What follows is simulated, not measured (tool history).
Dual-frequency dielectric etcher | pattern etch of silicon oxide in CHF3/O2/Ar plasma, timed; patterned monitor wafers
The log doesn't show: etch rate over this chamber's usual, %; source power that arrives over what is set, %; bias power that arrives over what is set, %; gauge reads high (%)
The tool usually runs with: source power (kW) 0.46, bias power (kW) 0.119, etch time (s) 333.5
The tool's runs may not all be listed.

run,day,source power (kW),bias power (kW),etch time (s),wafers since the last listed run,hours since the last wet clean,hours since the last source power generator calibration,hours since the last bias power generator calibration,hours since the last upper electrode change,hours since the gauge calibration,"read-back reference wafer on the same gauge, depth_nm",mean etch depth across the wafer (angstrom)
1,0,0.46,0.119,333.5,0,111.8,2091.2,2875.2,5896,416.1,556.4,5230
# day 0.046: gauge calibrated
2,1.162,0.46,0.119,333.5,105,139.7,2119.1,2903.1,5923.9,26.8,554.3,5292
3,2.196,0.46,0.119,333.5,94,164.5,2143.9,2927.9,5948.7,51.6,553.9,5271
4,3.979,0.46,0.119,333.5,162,207.3,2186.7,2970.7,5991.5,94.4,555.2,5292
5,6.417,0.46,0.119,333.5,221,265.8,2245.2,3029.2,6050,152.9,553.5,5282
6,7.892,0.46,0.119,333.5,134,301.2,2280.6,3064.6,6085.4,188.3,556.6,5308
7,9.062,0.46,0.119,333.5,106,329.3,2308.7,3092.7,6113.5,216.4,555.8,5332
# day 9.775: source power generator calibrated
8,11.188,0.46,0.119,333.5,178,380.3,33.9,3143.7,6164.5,267.4,553.9,5387
9,12.296,0.35,0.119,333.5,100,406.9,60.5,3170.3,6191.1,294,554.2,4884
10,13.8,0.38,0.1,413,136,443,96.6,3206.4,6227.2,330.1,555.3,6025
# day 15.204: gauge calibrated
11,15.4,0.5,0.097,377,145,481.4,135,3244.8,6265.6,4.7,554,6008
12,16.742,0.38,0.14,360,122,513.6,167.2,3277,6297.8,36.9,553.1,5708
# day 17.162: bias power generator calibrated
# day 18.333: wet clean of the chamber
13,18.354,0.56,0.119,333.5,40,0.5,205.9,28.6,6336.5,75.6,552.6,5603
14,19.746,0.46,0.119,333.5,126,33.9,239.3,62,6369.9,109,555,5271
# day 21.171: upper electrode replaced
15,25.938,0.46,0.119,407,472,182.5,387.9,210.6,114.4,257.6,554.4,6534
16,28.925,0.46,0.119,333.5,272,254.2,459.6,282.3,186.1,329.3,553.2,5331

Each row is a separate what-if for the run after 16, all from the same tool condition, not one after another. Results?
A,28.946,0.46,0.119,270.5,1,254.7,460.1,282.8,186.6,329.8,?,?
B,28.946,0.46,0.109,398,1,254.7,460.1,282.8,186.6,329.8,?,?
C,28.946,0.38,0.134,333.5,1,254.7,460.1,282.8,186.6,329.8,?,?
D,28.946,0.46,0.09,415.5,1,254.7,460.1,282.8,186.6,329.8,?,?

run,"read-back reference wafer on the same gauge, depth_nm",mean etch depth across the wafer (angstrom)
A,554,4390
B,554,6319
C,554,5230
D,554,6305
Without the tool's hidden state the same runs would have given:
run,mean etch depth across the wafer (angstrom)
A,4275
B,6153
C,5093
D,6140

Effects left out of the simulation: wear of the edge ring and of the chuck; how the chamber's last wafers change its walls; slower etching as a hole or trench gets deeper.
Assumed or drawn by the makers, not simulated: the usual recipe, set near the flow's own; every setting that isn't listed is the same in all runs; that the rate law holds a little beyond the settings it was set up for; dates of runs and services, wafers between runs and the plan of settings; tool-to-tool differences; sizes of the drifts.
